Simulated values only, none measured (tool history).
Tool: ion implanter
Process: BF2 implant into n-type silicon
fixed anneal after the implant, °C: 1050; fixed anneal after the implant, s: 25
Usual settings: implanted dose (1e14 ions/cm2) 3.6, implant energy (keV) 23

run   hour  implanted dose (1e14 ions/cm2)  implant energy (keV)  read-back reference wafer on the same gauge, sheet resistance  sheet resistance of the implanted and annealed layer (ohm/square)
  1      0                             3.6                    23                                                         365.86                                                             328.35
  2   15.8                             3.6                    23                                                         365.98                                                             329.17
  3   40.9                             3.6                    23                                                         366.02                                                             329.29
  4   55.9                             3.6                    23                                                         365.93                                                             329.34
  5   73.8                             3.6                    23                                                         365.82                                                             326.77
  6   93.8                             3.6                    23                                                         365.95                                                             330.53
  7  128.6                             3.6                    23                                                         365.95                                                             325.04
  8    145                            4.46                    23                                                         365.99                                                             273.53
     164.3  -- Faraday cup replaced and dose calibrated
  9  179.9                            4.46                    23                                                         365.98                                                             284.96
 10  192.1                            4.46                    23                                                         366.02                                                             281.83
 11  220.8                             3.6                    23                                                         365.94                                                             339.12
 12  232.8                            4.12                    23                                                         365.86                                                             301.26
 13  248.8                            4.12                    23                                                         366.01                                                             301.94
 14  264.3                             3.6                    23                                                         366.07                                                             338.16
 15  277.6                             3.6                  30.5                                                          365.9                                                              331.6
 16    294                               3                    18                                                         365.85                                                             403.79
 17  320.8                            3.26                    23                                                         366.15                                                             370.31
 18    336                            4.43                    20                                                         366.09                                                             287.48
 19  360.6                            4.11                  26.5                                                         365.94                                                              298.1
 20  387.4                            3.06                    23                                                         366.12                                                             389.66
 21  401.4                             3.6                    23                                                         366.02                                                             338.92
 22    427                            2.74                    23                                                         366.12                                                             428.24
 23  440.5                             3.6                    23                                                         366.24                                                             338.25
     466.1  -- extraction supply calibrated
 24  466.6                             3.6                    23                                                         365.97                                                             335.12
 25  495.2                            3.98                  25.5                                                         366.08                                                             307.59
 26  510.2                            3.23                    23                                                         366.11                                                              366.2
 27  533.4                             3.6                    23                                                         366.03                                                             335.14
     550.1  -- gauge calibrated
 28  557.1                             3.6                    23                                                         365.99                                                             335.63
 29  569.1                             3.6                  18.5                                                         365.87                                                             339.05
 30  594.6                             3.6                    23                                                         366.16                                                             336.23
 31    630                            4.27                    17                                                         365.87                                                             294.56
 32  646.9                            4.34                    23                                                         366.07                                                             284.42
 33  676.3                            3.88                  27.5                                                         365.99                                                             311.06
 34    710                            4.18                    18                                                          365.9                                                             299.57
 35    739                             3.6                  18.5                                                         365.96                                                             339.46
 36  768.5                            4.42                  19.5                                                         365.91                                                             282.06
 37  788.7                             3.6                    23                                                         365.89                                                             333.95

Hidden state or all else? Some run-to-run changes of sheet resistance of the implanted and annealed layer (ohm/square), split into what the settings, what came in and random variation would give without the hidden state, and what is left for the hidden state (with any gauge scatter that isn't in both results):
The hidden state here: deviation of the true dose from the Faraday cup's reading, %; deviation of the true energy from its setpoint, %; gauge reads high (%).
Run 7 -> 8: implanted dose (1e14 ions/cm2) 3.6 -> 4.46. sheet resistance of the implanted and annealed layer (ohm/square) -51.51: hidden state +2.02, all else -53.53.
Run 8 -> 9: Faraday cup replaced and dose calibrated. sheet resistance of the implanted and annealed layer (ohm/square) +11.43: hidden state +10.94, all else +0.49.
Run 19 -> 20: implanted dose (1e14 ions/cm2) 4.11 -> 3.06, implant energy (keV) 26.5 -> 23. sheet resistance of the implanted and annealed layer (ohm/square) +91.56: hidden state -1.23, all else +92.79.
Run 21 -> 22: implanted dose (1e14 ions/cm2) 3.6 -> 2.74. sheet resistance of the implanted and annealed layer (ohm/square) +89.32: hidden state -1.35, all else +90.67.
Run 22 -> 23: implanted dose (1e14 ions/cm2) 2.74 -> 3.6. sheet resistance of the implanted and annealed layer (ohm/square) -89.99: hidden state +0.82, all else -90.81.
Run 36 -> 37: implanted dose (1e14 ions/cm2) 4.42 -> 3.6, implant energy (keV) 19.5 -> 23. sheet resistance of the implanted and annealed layer (ohm/square) +51.89: hidden state -1.66, all else +53.55.

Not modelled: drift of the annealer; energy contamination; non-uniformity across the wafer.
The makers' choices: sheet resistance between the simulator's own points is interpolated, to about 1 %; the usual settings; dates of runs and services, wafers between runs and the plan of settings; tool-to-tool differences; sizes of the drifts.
